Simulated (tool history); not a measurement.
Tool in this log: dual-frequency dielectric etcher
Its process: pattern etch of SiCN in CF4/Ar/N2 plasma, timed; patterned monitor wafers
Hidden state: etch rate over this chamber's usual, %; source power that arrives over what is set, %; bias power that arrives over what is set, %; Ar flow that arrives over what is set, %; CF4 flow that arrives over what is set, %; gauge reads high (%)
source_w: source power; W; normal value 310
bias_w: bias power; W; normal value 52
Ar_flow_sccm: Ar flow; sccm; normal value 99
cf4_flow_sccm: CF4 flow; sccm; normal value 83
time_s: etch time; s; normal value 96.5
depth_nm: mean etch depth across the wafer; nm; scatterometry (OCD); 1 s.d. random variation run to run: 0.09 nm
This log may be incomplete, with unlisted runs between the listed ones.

run   hour  source_w  bias_w  Ar_flow_sccm  cf4_flow_sccm  time_s  wafers since the last listed run  hours since the last wet clean  hours since the last source power generator calibration  hours since the last bias power generator calibration  hours since the last Ar flow controller change  hours since the last CF4 flow controller change  hours since the last upper electrode change  hours since the gauge calibration  read-back reference wafer on the same gauge, depth_nm  depth_nm
  1    0.0       310      52            76             96    96.5                                 0                             0.5                                                   2212.3                                                 3301.3                                          4594.9                                             19.4                                       5642.3                              309.4                                                   51.8      66.1
  2    0.4       380      62            99             99   113.5                                 5                             0.9                                                   2212.7                                                 3301.7                                          4595.3                                             19.8                                       5642.7                              309.8                                                   51.8      89.6
  3    6.9       310      52            99             83    96.5                                82                             7.4                                                   2219.2                                                 3308.2                                          4601.8                                             26.3                                       5649.2                              316.3                                                   51.8      62.8
  4   13.2       310      52            99             83    96.5                                80                            13.7                                                   2225.5                                                 3314.5                                          4608.1                                             32.6                                       5655.5                              322.6                                                   51.8      63.0
      14.9  -- gauge calibrated
      17.9  -- source power generator calibrated
  5   24.2       290      52            99             83    96.5                                89                            24.7                                                      6.3                                                 3325.5                                          4619.1                                             43.6                                       5666.5                                9.3                                                   51.8      57.2
  6   31.9       310      49            99             83    96.5                                98                            32.4                                                     14.0                                                 3333.2                                          4626.8                                             51.3                                       5674.2                               17.0                                                   51.8      58.5
  7   48.2       310      52           116             95    76.0                               207                            48.7                                                     30.3                                                 3349.5                                          4643.1                                             67.6                                       5690.5                               33.3                                                   51.8      46.1
      69.5  -- Ar flow controller replaced
      81.1  -- bias power generator calibrated
      90.6  -- upper electrode replaced
  8   91.1       310      52            79             83    96.5                               298                            91.6                                                     73.2                                                   10.0                                            21.6                                            110.5                                          0.5                               76.2                                                   51.8      61.5
  9   95.4       310      52            99             83    96.5                                54                            95.9                                                     77.5                                                   14.3                                            25.9                                            114.8                                          4.8                               80.5                                                   51.8      59.6
 10  102.2       310      52            99             83    96.5                                86                           102.7                                                     84.3                                                   21.1                                            32.7                                            121.6                                         11.6                               87.3                                                   51.8      59.4
 11  110.8       280      65            99             92    71.5                               109                           111.3                                                     92.9                                                   29.7                                            41.3                                            130.2                                         20.2                               95.9                                                   51.8      44.5
 12  119.3       350      52           110             83    96.5                               108                           119.8                                                    101.4                                                   38.2                                            49.8                                            138.7                                         28.7                              104.4                                                   51.8      63.2
 13  125.8       310      52            99             83    96.5                                82                           126.3                                                    107.9                                                   44.7                                            56.3                                            145.2                                         35.2                              110.9                                                   51.8      59.4
 14  132.7       350      57            86             83   123.0                                88                           133.2                                                    114.8                                                   51.6                                            63.2                                            152.1                                         42.1                              117.8                                                   51.8      85.7
 15  144.5       280      52            99             65    96.5                               150                           145.0                                                    126.6                                                   63.4                                            75.0                                            163.9                                         53.9                              129.6                                                   51.8      55.0
 16  155.1       310      52            99             83    96.5                               135                           155.6                                                    137.2                                                   74.0                                            85.6                                            174.5                                         64.5                              140.2                                                   51.8      59.6
 17  166.3       310      52            99             83    79.5                               142                           166.8                                                    148.4                                                   85.2                                            96.8                                            185.7                                         75.7                              151.4                                                   51.8      48.9
 18  178.2       310      52            99            101    96.5                               151                           178.7                                                    160.3                                                   97.1                                           108.7                                            197.6                                         87.6                              163.3                                                   51.8      60.5
 19  189.2       310      52            99             77    96.5                               140                           189.7                                                    171.3                                                  108.1                                           119.7                                            208.6                                         98.6                              174.3                                                   51.8      59.2
 20  203.9       310      46            93             83    96.5                               187                           204.4                                                    186.0                                                  122.8                                           134.4                                            223.3                                        113.3                              189.0                                                   51.8      57.9

Across each entry between runs, compare the hidden state at the last listed run before it with the hidden state at the first listed run after it:
After run 4, before run 5: gauge calibrated (hour 14.9); source power generator calibrated (hour 17.9)
  etch rate over this chamber's usual, %: -0.113 -> -0.133; source power that arrives over what is set, %: 7.78 -> -1.25
  the result without the hidden state subtracted from the measured one, depth_nm: +2.8 -> -0.5 nm
After run 7, before run 8: Ar flow controller replaced (hour 69.5); bias power generator calibrated (hour 81.1); upper electrode replaced (hour 90.6)
  etch rate over this chamber's usual, %: -0.178 -> -0.258; source power that arrives over what is set, %: -1.25 -> -1.24
  the result without the hidden state subtracted from the measured one, depth_nm: -0.5 -> -0.6 nm

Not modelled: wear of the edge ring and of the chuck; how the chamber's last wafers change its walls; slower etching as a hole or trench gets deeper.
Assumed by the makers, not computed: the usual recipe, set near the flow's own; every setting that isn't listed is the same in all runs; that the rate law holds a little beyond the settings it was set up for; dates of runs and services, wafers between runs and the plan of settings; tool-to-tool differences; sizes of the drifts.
